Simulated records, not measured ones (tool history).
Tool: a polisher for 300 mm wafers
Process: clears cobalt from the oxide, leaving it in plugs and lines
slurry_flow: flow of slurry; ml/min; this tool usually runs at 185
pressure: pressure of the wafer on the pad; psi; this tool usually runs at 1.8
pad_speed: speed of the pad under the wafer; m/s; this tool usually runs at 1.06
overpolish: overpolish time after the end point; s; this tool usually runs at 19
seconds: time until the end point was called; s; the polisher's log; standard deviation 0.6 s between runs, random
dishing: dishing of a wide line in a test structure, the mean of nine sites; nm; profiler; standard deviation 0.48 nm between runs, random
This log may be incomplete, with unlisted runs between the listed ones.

| run | hour | slurry_flow | pressure | pad_speed | overpolish | incoming thickness of the incoming film, nm | seconds | dishing |
|---|---|---|---|---|---|---|---|---|
| 1 | 0.0 | 185 | 1.8 | 1.06 | 19 | 189.8 | 43.3 | 33.1 |
|  | 2.0 | worn pad replaced by a new one |
| 2 | 22.3 | 185 | 1.8 | 0.94 | 19 | 186.2 | 49.3 | 31.4 |
|  | 82.0 | worn pad replaced by a new one |
| 3 | 104.2 | 185 | 1.8 | 1.06 | 19 | 192.7 | 45.2 | 33.2 |
| 4 | 123.8 | 185 | 1.8 | 1.06 | 19 | 188.8 | 44.4 | 34.4 |
| 5 | 143.0 | 185 | 2.2 | 0.96 | 19 | 193.2 | 40.6 | 34.8 |
|  | 177.7 | worn pad replaced by a new one |
|  | 192.9 | slurry nozzle cleaned |
| 6 | 225.5 | 185 | 2.2 | 0.96 | 19 | 189.0 | 39.5 | 34.7 |
| 7 | 259.3 | 185 | 2.2 | 0.96 | 19 | 191.8 | 40.8 | 35.2 |
| 8 | 276.8 | 135 | 1.4 | 0.88 | 26 | 192.2 | 73.1 | 31.3 |
|  | 284.3 | worn pad replaced by a new one |
| 9 | 310.2 | 185 | 1.8 | 0.92 | 29 | 186.2 | 49.6 | 36.8 |
| 10 | 327.0 | 250 | 2.2 | 1.06 | 11 | 188.0 | 34.6 | 29.2 |
|  | 333.0 | head pressure recalibrated |
| 11 | 352.4 | 185 | 1.8 | 1.06 | 19 | 191.4 | 44.6 | 33.7 |
| 12 | 377.8 | 210 | 2.2 | 1.32 | 19 | 189.9 | 28.8 | 36.8 |
|  | 390.4 | worn pad replaced by a new one |
| 13 | 392.9 | 185 | 1.8 | 0.90 | 19 | 187.5 | 51.2 | 31.9 |
| 14 | 437.3 | 185 | 1.8 | 1.06 | 19 | 188.8 | 44.1 | 33.1 |

What if the next run were any one of these 4? Each begins from the tool's condition after run 14:
| A | 437.7 | 185 | 1.8 | 1.06 | 13 | 187.6 | ? | ? |
| B | 437.7 | 185 | 1.6 | 0.96 | 19 | 187.6 | ? | ? |
| C | 437.7 | 200 | 2.0 | 1.06 | 19 | 187.6 | ? | ? |
| D | 437.7 | 150 | 1.4 | 0.78 | 19 | 187.6 | ? | ? |

| run | seconds | dishing |
|---|---|---|
| A | 43.9 | 28.3 |
| B | 54.3 | 30.7 |
| C | 39.2 | 34.6 |
| D | 78.9 | 25.4 |
Take away the tool's hidden state, keep each run's random variation, and the runs would have read:
| run | seconds | dishing |
|---|---|---|
| A | 43.9 | 28.3 |
| B | 54.3 | 30.7 |
| C | 39.2 | 34.6 |
| D | 78.9 | 25.4 |
